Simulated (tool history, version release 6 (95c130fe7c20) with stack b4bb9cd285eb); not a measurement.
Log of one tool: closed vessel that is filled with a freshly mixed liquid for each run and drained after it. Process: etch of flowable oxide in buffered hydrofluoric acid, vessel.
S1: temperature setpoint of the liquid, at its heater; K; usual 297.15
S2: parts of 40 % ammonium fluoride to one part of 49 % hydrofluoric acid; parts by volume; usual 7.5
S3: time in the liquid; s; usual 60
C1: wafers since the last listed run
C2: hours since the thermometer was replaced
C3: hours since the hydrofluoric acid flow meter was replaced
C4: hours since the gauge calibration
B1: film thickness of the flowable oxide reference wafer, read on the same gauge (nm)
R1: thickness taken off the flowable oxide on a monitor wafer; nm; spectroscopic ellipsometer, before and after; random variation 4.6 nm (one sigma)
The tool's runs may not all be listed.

run,hour,S1,S2,S3,C1,C2,C3,C4,B1,R1
1,0,297.15,7.5,60,0,449.7,851.4,444.8,30.02,506.37
2,13.4,297.15,7.5,60,1314,463.1,864.8,458.2,30.05,500.2
3,27.6,297.15,7.5,60,1392,477.3,879,472.4,29.99,501.65
# hour 28.8: thermometer replaced
4,34.2,297.15,7.5,60,549,5.4,885.6,479,29.99,553.38
5,51.5,297.15,7.5,60,1696,22.7,902.9,496.3,29.99,535.12
6,62.7,300.15,9.5,60,1098,33.9,914.1,507.5,30,501.58
7,71.8,297.15,7.5,60,892,43,923.2,516.6,29.98,548.7
8,80,297.15,7.5,60,804,51.2,931.4,524.8,30.04,546.52
9,87.1,297.15,7.5,60,696,58.3,938.5,531.9,29.99,541.79
# hour 97.2: hydrofluoric acid flow meter replaced
10,99.9,297.15,7.5,60,1157,71.1,2.7,544.7,30.02,491.43
11,109.4,297.15,7.5,60,931,80.6,12.2,554.2,30.01,481.39
12,123,299.65,10,70,1333,94.2,25.8,567.8,29.99,504.5
13,135.8,297.15,7.5,40,1255,107,38.6,580.6,30.02,326.13
14,144.5,295.65,9,85,853,115.7,47.3,589.3,30.01,528.11
15,157.6,297.15,5,70,1284,128.8,60.4,602.4,30.03,813.96
16,173.7,294.65,5.5,45,1578,144.9,76.5,618.5,30.02,418.49
17,181.6,297.15,7.5,30,774,152.8,84.4,626.4,29.99,244.22
18,198.1,297.15,7.5,60,1618,169.3,100.9,642.9,29.99,491.05
19,205.1,298.65,7.5,90,686,176.3,107.9,649.9,29.98,790.85
# hour 227.2: gauge calibrated
20,255.1,297.15,7.5,60,4903,226.3,157.9,27.9,29.99,478.72
21,267.7,300.65,9.5,60,1235,238.9,170.5,40.5,29.98,459.63
22,282.8,297.15,9,30,1480,254,185.6,55.6,30,197.45
23,299.7,297.15,5.5,80,1657,270.9,202.5,72.5,29.99,848.63
24,309.2,297.15,7.5,60,931,280.4,212,82,29.98,486.02
25,325.6,297.15,6.5,45,1608,296.8,228.4,98.4,30.02,413.3
26,339.4,301.65,9,50,1353,310.6,242.2,112.2,30.04,421.29
27,354.3,297.15,7.5,60,1461,325.5,257.1,127.1,29.99,479.03
28,367.7,297.15,7.5,60,1314,338.9,270.5,140.5,29.97,476.72
29,380.5,297.15,7.5,60,1255,351.7,283.3,153.3,29.98,482.89
30,396.1,301.15,7.5,60,1529,367.3,298.9,168.9,30,603.32
31,407.5,297.15,6,60,1118,378.7,310.3,180.3,30.03,583.55
32,425.3,301.65,8.5,30,1745,396.5,328.1,198.1,30.01,264.64

5 ways to go on from here, each from the tool as it stands after run 32. What would each give?
A,426,297.15,9.5,60,68,397.2,328.8,198.8,?,?
B,426,297.15,5,60,68,397.2,328.8,198.8,?,?
C,426,301.15,6,70,68,397.2,328.8,198.8,?,?
D,426,299.65,7.5,60,68,397.2,328.8,198.8,?,?
E,426,300.15,6.5,75,68,397.2,328.8,198.8,?,?

run,B1,R1
A,30,374.03
B,30,686.05
C,30,848.63
D,30,550.26
E,30,804.74
Without the tool's hidden state the same runs would have given:
run,R1
A,392.79
B,711.23
C,881.6
D,566.69
E,835.78

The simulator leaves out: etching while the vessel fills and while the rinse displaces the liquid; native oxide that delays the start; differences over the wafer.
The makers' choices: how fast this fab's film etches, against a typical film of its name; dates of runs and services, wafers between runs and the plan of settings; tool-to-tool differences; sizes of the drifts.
